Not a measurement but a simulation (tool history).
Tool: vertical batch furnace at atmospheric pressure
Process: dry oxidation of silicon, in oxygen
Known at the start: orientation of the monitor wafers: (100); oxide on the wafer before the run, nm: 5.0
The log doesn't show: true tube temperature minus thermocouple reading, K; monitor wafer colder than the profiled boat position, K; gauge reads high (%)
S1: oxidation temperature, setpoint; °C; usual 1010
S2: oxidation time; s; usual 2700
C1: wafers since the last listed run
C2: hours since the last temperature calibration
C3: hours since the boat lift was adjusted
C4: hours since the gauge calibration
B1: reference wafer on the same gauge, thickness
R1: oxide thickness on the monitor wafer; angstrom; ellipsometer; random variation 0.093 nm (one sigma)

Run 1, hour 0.0: usual settings; C1 0; C2 1475.7; C3 5353.3; C4 1224.2; B1 35.49. Result: R1 424.9 angstrom.
Run 2, hour 55.4: usual settings; C1 453; C2 1531.1; C3 5408.7; C4 1279.6; B1 35.51. Result: R1 424.4 angstrom.
Run 3, hour 150.4: usual settings; C1 777; C2 1626.1; C3 5503.7; C4 1374.6; B1 35.48. Result: R1 423.2 angstrom.
Run 4, hour 230.4: usual settings but S1 996 °C; C1 654; C2 1706.1; C3 5583.7; C4 1454.6; B1 35.52. Result: R1 369.0 angstrom.
Run 5, hour 281.6: usual settings but S1 996 °C; C1 419; C2 1757.3; C3 5634.9; C4 1505.8; B1 35.51. Result: R1 369.0 angstrom.
Run 6, hour 445.3: usual settings; C1 1339; C2 1921.0; C3 5798.6; C4 1669.5; B1 35.51. Result: R1 421.3 angstrom.
Run 7, hour 494.3: usual settings; C1 401; C2 1970.0; C3 5847.6; C4 1718.5; B1 35.51. Result: R1 421.9 angstrom.
Run 8, hour 553.0: usual settings; C1 480; C2 2028.7; C3 5906.3; C4 1777.2; B1 35.50. Result: R1 421.6 angstrom.
Run 9, hour 634.2: usual settings; C1 664; C2 2109.9; C3 5987.5; C4 1858.4; B1 35.50. Result: R1 422.2 angstrom.
Run 10, hour 728.1: usual settings; C1 768; C2 2203.8; C3 6081.4; C4 1952.3; B1 35.50. Result: R1 422.4 angstrom.
Run 11, hour 1048.1: usual settings; C1 2619; C2 2523.8; C3 6401.4; C4 2272.3; B1 35.49. Result: R1 419.8 angstrom.
Run 12, hour 1140.4: usual settings; C1 755; C2 2616.1; C3 6493.7; C4 2364.6; B1 35.49. Result: R1 415.7 angstrom.
At hour 1187.2: boat lift adjusted.
Run 13, hour 1220.3: usual settings; C1 457; C2 2696.0; C3 33.1; C4 2444.5; B1 35.49. Result: R1 435.2 angstrom.
Run 14, hour 1284.9: usual settings but S2 3930 s; C1 528; C2 2760.6; C3 97.7; C4 2509.1; B1 35.51. Result: R1 549.4 angstrom.
Run 15, hour 1335.7: usual settings but S1 996 °C; C1 415; C2 2811.4; C3 148.5; C4 2559.9; B1 35.50. Result: R1 381.4 angstrom.
Run 16, hour 1388.5: usual settings but S1 986 °C; C1 432; C2 2864.2; C3 201.3; C4 2612.7; B1 35.52. Result: R1 346.4 angstrom.
Run 17, hour 1443.3: usual settings; C1 448; C2 2919.0; C3 256.1; C4 2667.5; B1 35.51. Result: R1 435.6 angstrom.
At hour 1494.3: gauge calibrated.
Run 18, hour 1500.5: usual settings but S1 1018 °C, S2 1800 s; C1 468; C2 2976.2; C3 313.3; C4 6.2; B1 35.49. Result: R1 370.0 angstrom.
At hour 1622.0: thermocouples replaced and temperature profile calibrated.
Run 19, hour 1622.5: usual settings but S1 1029 °C, S2 2130 s; C1 802; C2 0.5; C3 435.3; C4 128.2; B1 35.50. Result: R1 449.1 angstrom.
Run 20, hour 1657.2: usual settings; C1 283; C2 35.2; C3 470.0; C4 162.9; B1 35.49. Result: R1 434.5 angstrom.
Run 21, hour 1713.2: usual settings but S1 1018 °C, S2 2250 s; C1 458; C2 91.2; C3 526.0; C4 218.9; B1 35.50. Result: R1 420.6 angstrom.
Run 22, hour 1811.9: usual settings but S1 1030 °C, S2 2040 s; C1 807; C2 189.9; C3 624.7; C4 317.6; B1 35.51. Result: R1 440.9 angstrom.
Run 23, hour 1871.4: usual settings; C1 486; C2 249.4; C3 684.2; C4 377.1; B1 35.49. Result: R1 435.8 angstrom.
Run 24, hour 1950.0: usual settings but S1 1033 °C, S2 2310 s; C1 643; C2 328.0; C3 762.8; C4 455.7; B1 35.50. Result: R1 488.9 angstrom.
Run 25, hour 2024.5: usual settings but S2 3240 s; C1 609; C2 402.5; C3 837.3; C4 530.2; B1 35.49. Result: R1 487.9 angstrom.
Run 26, hour 2101.8: usual settings but S1 987 °C, S2 1590 s; C1 632; C2 479.8; C3 914.6; C4 607.5; B1 35.50. Result: R1 260.9 angstrom.
Run 27, hour 2309.6: usual settings but S1 1017 °C, S2 2040 s; C1 1700; C2 687.6; C3 1122.4; C4 815.3; B1 35.50. Result: R1 393.8 angstrom.

Measured less the same run without the tool's hidden state. The same run-to-run variation is in both; the gauge's scatter may not be:
run     R1
  1  -13.6
  2  -13.9
  3  -14.4
  4  -13.5
  5  -13.7
  6  -15.7
  7  -16.0
  8  -16.3
  9  -16.8
 10  -17.3
 11  -19.0
 12  -19.4
 13   -1.3
 14   -1.7
 15   -1.3
 16   -1.0
 17   -1.3
 18   -1.1
 19   -1.4
 20   -1.5
 21   -1.4
 22   -1.4
 23   -1.6
 24   -1.7
 25   -1.9
 26   -1.0
 27   -1.7
